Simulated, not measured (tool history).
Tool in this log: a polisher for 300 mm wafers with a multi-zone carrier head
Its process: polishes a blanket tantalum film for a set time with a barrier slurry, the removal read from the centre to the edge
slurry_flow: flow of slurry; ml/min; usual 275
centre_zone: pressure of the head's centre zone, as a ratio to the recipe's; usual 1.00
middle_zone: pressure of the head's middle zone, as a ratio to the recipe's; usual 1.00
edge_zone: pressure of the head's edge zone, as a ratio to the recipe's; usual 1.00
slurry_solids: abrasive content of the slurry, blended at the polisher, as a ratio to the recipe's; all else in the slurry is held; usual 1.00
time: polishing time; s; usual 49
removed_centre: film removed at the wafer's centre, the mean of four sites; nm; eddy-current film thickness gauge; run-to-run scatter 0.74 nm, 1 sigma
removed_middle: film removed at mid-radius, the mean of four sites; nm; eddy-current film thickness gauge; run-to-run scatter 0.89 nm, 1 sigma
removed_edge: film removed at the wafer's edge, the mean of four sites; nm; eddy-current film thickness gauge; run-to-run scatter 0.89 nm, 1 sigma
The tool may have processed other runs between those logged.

| run | hour | slurry_flow | centre_zone | middle_zone | edge_zone | slurry_solids | time | incoming thickness of the incoming film, nm | removed_centre | removed_middle | removed_edge |
|---|---|---|---|---|---|---|---|---|---|---|---|
| 1 | 0.0 | 310 | 1.00 | 1.00 | 1.00 | 0.90 | 49 | 288.7 | 80.3 | 79.8 | 77.9 |
| 2 | 40.4 | 315 | 1.00 | 0.95 | 1.00 | 1.00 | 64 | 289.2 | 107.9 | 99.8 | 108.2 |
| 3 | 85.9 | 275 | 1.00 | 1.00 | 1.00 | 1.00 | 49 | 286.4 | 81.0 | 82.4 | 80.4 |
| 4 | 132.6 | 275 | 1.00 | 1.00 | 1.00 | 1.00 | 49 | 284.0 | 80.7 | 80.9 | 81.4 |
| 5 | 199.2 | 275 | 1.00 | 1.00 | 1.00 | 1.00 | 49 | 291.7 | 80.9 | 78.9 | 81.3 |
| 6 | 241.3 | 275 | 1.00 | 1.00 | 1.00 | 1.00 | 49 | 290.6 | 80.3 | 82.0 | 80.2 |
| 7 | 344.8 | 275 | 1.00 | 1.00 | 1.00 | 1.00 | 49 | 292.5 | 79.2 | 80.0 | 78.4 |
| 8 | 517.8 | 365 | 1.06 | 1.00 | 1.00 | 1.10 | 40 | 296.1 | 69.9 | 67.6 | 67.1 |
| 9 | 577.7 | 275 | 1.08 | 1.00 | 0.95 | 1.00 | 65 | 288.2 | 113.9 | 109.5 | 105.6 |
| 10 | 644.2 | 275 | 0.90 | 1.11 | 0.95 | 1.15 | 49 | 291.0 | 80.2 | 95.7 | 82.4 |
| 11 | 687.9 | 275 | 0.92 | 1.00 | 1.00 | 1.00 | 37 | 293.2 | 59.1 | 61.2 | 61.0 |
| 12 | 724.3 | 275 | 1.00 | 1.00 | 1.00 | 1.00 | 49 | 295.6 | 81.0 | 80.1 | 81.3 |
| 13 | 775.0 | 275 | 1.00 | 0.94 | 1.09 | 1.00 | 57 | 286.4 | 93.6 | 86.7 | 96.7 |
| 14 | 839.8 | 275 | 1.00 | 1.00 | 1.00 | 1.00 | 49 | 288.3 | 78.9 | 80.5 | 79.6 |
| 15 | 926.3 | 275 | 1.00 | 1.00 | 1.00 | 1.00 | 49 | 290.8 | 77.8 | 81.2 | 78.8 |
| 16 | 982.4 | 275 | 1.00 | 0.89 | 1.05 | 1.30 | 65 | 289.5 | 110.5 | 97.4 | 115.5 |
| 17 | 1038.7 | 275 | 1.00 | 1.00 | 1.07 | 1.00 | 49 | 292.4 | 78.4 | 79.8 | 79.3 |
| 18 | 1092.0 | 275 | 0.89 | 1.10 | 1.08 | 1.10 | 49 | 288.8 | 79.0 | 94.6 | 84.4 |
| 19 | 1135.3 | 240 | 1.00 | 0.90 | 1.00 | 1.00 | 49 | 291.7 | 79.6 | 70.6 | 79.8 |
| 20 | 1232.5 | 315 | 1.00 | 1.12 | 1.00 | 1.00 | 58 | 285.9 | 95.7 | 110.3 | 97.0 |

Withheld: 8 entries from between the runs. Position of each, and hidden state at the listed run before versus the listed run after:
After run 6, before run 7: slurry nozzle cleaned (hour 288.6)
  removal rate lost through wear of the pad, %: 2.58 -> 3.55
  measured result minus the result with no hidden state, removed_centre: -2.2 -> -2.9 nm; removed_middle: -2.2 -> -2.9 nm; removed_edge: -2.2 -> -2.9 nm
After run 7, before run 8: edge zone pressure recalibrated (hour 402.4); centre zone pressure recalibrated (hour 417.4)
  removal rate lost through wear of the pad, %: 3.55 -> 5.18
  measured result minus the result with no hidden state, removed_centre: -2.9 -> -3.8 nm; removed_middle: -2.9 -> -3.7 nm; removed_edge: -2.9 -> -3.6 nm
After run 8, before run 9: worn pad replaced by a new one (hour 577.2)
  removal rate lost through wear of the pad, %: 5.18 -> 0.104
  measured result minus the result with no hidden state, removed_centre: -3.8 -> -0.2 nm; removed_middle: -3.7 -> -0.1 nm; removed_edge: -3.6 -> -0.2 nm
After run 14, before run 15: centre zone pressure recalibrated (hour 898.0)
  removal rate lost through wear of the pad, %: 2.57 -> 3.38
  measured result minus the result with no hidden state, removed_centre: -2.1 -> -2.7 nm; removed_middle: -2.2 -> -2.8 nm; removed_edge: -2.1 -> -2.8 nm
After run 17, before run 18: worn pad replaced by a new one (hour 1055.0)
  removal rate lost through wear of the pad, %: 4.43 -> 0.35
  measured result minus the result with no hidden state, removed_centre: -3.6 -> -0.2 nm; removed_middle: -3.7 -> -0.3 nm; removed_edge: -3.7 -> -0.3 nm
After run 19, before run 20: edge zone pressure recalibrated (hour 1151.2); slurry nozzle cleaned (hour 1188.3)
  removal rate lost through wear of the pad, %: 0.757 -> 1.67
  measured result minus the result with no hidden state, removed_centre: -0.6 -> -1.6 nm; removed_middle: -0.5 -> -1.9 nm; removed_edge: -0.6 -> -1.7 nm
